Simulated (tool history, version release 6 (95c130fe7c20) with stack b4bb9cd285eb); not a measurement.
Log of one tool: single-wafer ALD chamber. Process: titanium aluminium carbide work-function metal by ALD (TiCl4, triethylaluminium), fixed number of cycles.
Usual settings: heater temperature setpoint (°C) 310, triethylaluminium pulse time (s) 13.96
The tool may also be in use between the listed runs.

| run | hour | heater temperature setpoint (°C) | triethylaluminium pulse time (s) | read-back reference wafer on the same gauge, thickness_nm | mean film thickness on the monitor wafer (angstrom) |
|---|---|---|---|---|---|
| 1 | 0 | 310 | 13.96 | 2.513 | 21.66 |
| 2 | 49.3 | 310 | 13.96 | 2.506 | 21.61 |
| 3 | 146.4 | 310 | 9.66 | 2.511 | 19.9 |
| 4 | 250.3 | 310 | 13.96 | 2.514 | 21.65 |
| 5 | 344.8 | 321 | 13.96 | 2.509 | 22.46 |
| 6 | 440.4 | 310 | 13.96 | 2.506 | 21.62 |
| 7 | 491.4 | 310 | 13.96 | 2.514 | 21.36 |
| 8 | 581.9 | 310 | 13.96 | 2.516 | 21.67 |
| 9 | 824.1 | 310 | 13.96 | 2.51 | 21.21 |
| 10 | 897.2 | 310 | 13.96 | 2.514 | 21.32 |
|  | 917.4 | thermocouple changed; heater temperature recalibrated |
|  | 959.9 | triethylaluminium bottle replaced |
| 11 | 994.6 | 301 | 13.96 | 2.514 | 20.99 |
| 12 | 1030.8 | 301 | 13.96 | 2.508 | 21.18 |
| 13 | 1116.8 | 301 | 13.96 | 2.511 | 20.96 |
| 14 | 1176.2 | 310 | 13.96 | 2.512 | 21.64 |
| 15 | 1238.9 | 298 | 16.73 | 2.506 | 21.1 |
| 16 | 1283 | 323 | 17.93 | 2.512 | 22.7 |
| 17 | 1389.3 | 305 | 18.42 | 2.509 | 21.36 |
|  | 1398 | gauge calibrated |
| 18 | 1461.6 | 298 | 15.4 | 2.508 | 20.62 |
|  | 1482.7 | showerhead replaced |
| 19 | 1500.7 | 324 | 17.2 | 2.514 | 22.95 |
| 20 | 1642.9 | 310 | 9.05 | 2.509 | 18.89 |
| 21 | 1722.6 | 310 | 13.96 | 2.509 | 21.3 |
| 22 | 1765.9 | 310 | 13.96 | 2.506 | 21.47 |
| 23 | 1837.4 | 310 | 10.52 | 2.507 | 20.34 |
| 24 | 1939.4 | 300 | 13.96 | 2.51 | 20.51 |
|  | 1988.8 | thermocouple changed; heater temperature recalibrated |
| 25 | 2039.5 | 310 | 13.96 | 2.515 | 21.98 |
| 26 | 2103.9 | 310 | 15.74 | 2.516 | 21.74 |

4 ways to go on from here, each from the tool as it stands after run 26. What would each give?
| A | 2104.3 | 310 | 13.96 | ? | ? |
| B | 2104.3 | 298 | 10.8 | ? | ? |
| C | 2104.3 | 321 | 17.92 | ? | ? |
| D | 2104.3 | 321 | 10.3 | ? | ? |

| run | read-back reference wafer on the same gauge, thickness_nm | mean film thickness on the monitor wafer (angstrom) |
|---|---|---|
| A | 2.514 | 21.89 |
| B | 2.514 | 20.08 |
| C | 2.514 | 22.95 |
| D | 2.514 | 21.5 |
Without the tool's hidden state the same runs would have given:
| run | mean film thickness on the monitor wafer (angstrom) |
|---|---|
| A | 21.89 |
| B | 20.08 |
| C | 22.95 |
| D | 21.5 |

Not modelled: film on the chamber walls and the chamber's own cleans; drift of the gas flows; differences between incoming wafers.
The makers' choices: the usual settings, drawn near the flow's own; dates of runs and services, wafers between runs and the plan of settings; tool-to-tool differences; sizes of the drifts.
